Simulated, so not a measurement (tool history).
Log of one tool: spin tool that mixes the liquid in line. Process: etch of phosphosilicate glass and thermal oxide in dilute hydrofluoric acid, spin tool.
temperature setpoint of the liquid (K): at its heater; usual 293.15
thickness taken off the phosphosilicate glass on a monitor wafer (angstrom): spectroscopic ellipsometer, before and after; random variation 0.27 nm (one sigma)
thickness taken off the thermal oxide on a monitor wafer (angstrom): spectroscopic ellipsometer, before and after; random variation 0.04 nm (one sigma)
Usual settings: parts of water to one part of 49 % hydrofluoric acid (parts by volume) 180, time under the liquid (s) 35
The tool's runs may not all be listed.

| run | hour | temperature setpoint of the liquid (K) | parts of water to one part of 49 % hydrofluoric acid (parts by volume) | time under the liquid (s) | read-back film thickness of the phosphosilicate glass reference wafer, read on the same gauge (nm) | read-back film thickness of the thermal oxide reference wafer, read on the same gauge (nm) | thickness taken off the phosphosilicate glass on a monitor wafer (angstrom) | thickness taken off the thermal oxide on a monitor wafer (angstrom) |
|---|---|---|---|---|---|---|---|---|
| 1 | 0.0 | 293.15 | 180 | 35 | 80.01 | 69.982 | 294.1 | 6.92 |
| 2 | 75.8 | 293.15 | 180 | 35 | 80.01 | 69.968 | 292.7 | 6.65 |
| 3 | 146.6 | 291.15 | 125 | 35 | 80.01 | 69.987 | 415.2 | 9.01 |
| 4 | 211.8 | 293.15 | 180 | 35 | 79.99 | 69.989 | 291.8 | 7.68 |
| 5 | 264.9 | 291.15 | 250 | 35 | 80.01 | 70.009 | 182.6 | 4.80 |
| 6 | 505.8 | 290.15 | 150 | 30 | 79.99 | 69.989 | 279.8 | 6.71 |
| 7 | 609.7 | 291.15 | 270 | 30 | 80.00 | 69.982 | 145.6 | 3.37 |
|  | 676.7 | gauge calibrated |
| 8 | 699.5 | 296.65 | 110 | 35 | 80.00 | 69.987 | 607.8 | 14.82 |
| 9 | 786.0 | 291.65 | 125 | 25 | 80.00 | 70.025 | 308.9 | 7.65 |
| 10 | 838.4 | 297.65 | 245 | 25 | 80.01 | 69.995 | 174.9 | 4.25 |
| 11 | 913.5 | 293.15 | 180 | 35 | 80.01 | 69.988 | 301.5 | 7.53 |
| 12 | 974.7 | 290.15 | 180 | 35 | 80.01 | 70.015 | 272.9 | 6.30 |
| 13 | 1011.6 | 295.15 | 120 | 40 | 79.99 | 69.990 | 600.3 | 15.91 |
|  | 1018.1 | hydrofluoric acid flow meter replaced |
| 14 | 1098.0 | 293.15 | 120 | 25 | 79.99 | 69.991 | 346.5 | 8.42 |
| 15 | 1137.0 | 293.15 | 105 | 25 | 80.02 | 69.996 | 412.6 | 9.39 |
| 16 | 1225.0 | 297.15 | 140 | 45 | 79.99 | 70.004 | 618.1 | 16.02 |
| 17 | 1270.3 | 293.15 | 135 | 35 | 79.97 | 69.995 | 432.7 | 10.88 |
| 18 | 1376.3 | 293.15 | 180 | 35 | 79.98 | 70.003 | 311.7 | 8.08 |
| 19 | 1430.3 | 293.15 | 180 | 35 | 79.99 | 69.958 | 310.0 | 6.65 |
| 20 | 1570.9 | 293.15 | 180 | 40 | 79.99 | 70.027 | 351.8 | 8.28 |
|  | 1582.0 | thermometer replaced |
| 21 | 1608.3 | 293.15 | 180 | 35 | 80.00 | 70.001 | 294.3 | 8.00 |
| 22 | 1689.7 | 290.15 | 155 | 45 | 80.00 | 69.975 | 402.7 | 8.97 |
| 23 | 1743.8 | 293.15 | 255 | 50 | 80.01 | 70.014 | 278.5 | 6.46 |
| 24 | 1820.2 | 293.15 | 105 | 50 | 79.99 | 69.995 | 774.2 | 20.32 |
| 25 | 1908.2 | 293.15 | 180 | 35 | 80.02 | 70.032 | 294.4 | 7.26 |
|  | 1958.2 | hydrofluoric acid flow meter replaced |
| 26 | 1986.3 | 293.15 | 180 | 35 | 80.00 | 70.013 | 300.3 | 7.94 |

Forecast each of these 3 alternatives for the next run:
| A | 1986.7 | 293.15 | 180 | 20 | ? | ? | ? | ? |
| B | 1986.7 | 297.15 | 235 | 15 | ? | ? | ? | ? |
| C | 1986.7 | 293.15 | 155 | 20 | ? | ? | ? | ? |

| run | read-back film thickness of the phosphosilicate glass reference wafer, read on the same gauge (nm) | read-back film thickness of the thermal oxide reference wafer, read on the same gauge (nm) | thickness taken off the phosphosilicate glass on a monitor wafer (angstrom) | thickness taken off the thermal oxide on a monitor wafer (angstrom) |
|---|---|---|---|---|
| A | 80.00 | 70.010 | 171.4 | 3.60 |
| B | 80.00 | 70.010 | 108.1 | 2.27 |
| C | 80.00 | 70.010 | 204.3 | 4.29 |
Without the tool's hidden state the same runs would have given:
| run | thickness taken off the phosphosilicate glass on a monitor wafer (angstrom) | thickness taken off the thermal oxide on a monitor wafer (angstrom) |
|---|---|---|
| A | 168.1 | 3.53 |
| B | 106.1 | 2.23 |
| C | 200.2 | 4.20 |

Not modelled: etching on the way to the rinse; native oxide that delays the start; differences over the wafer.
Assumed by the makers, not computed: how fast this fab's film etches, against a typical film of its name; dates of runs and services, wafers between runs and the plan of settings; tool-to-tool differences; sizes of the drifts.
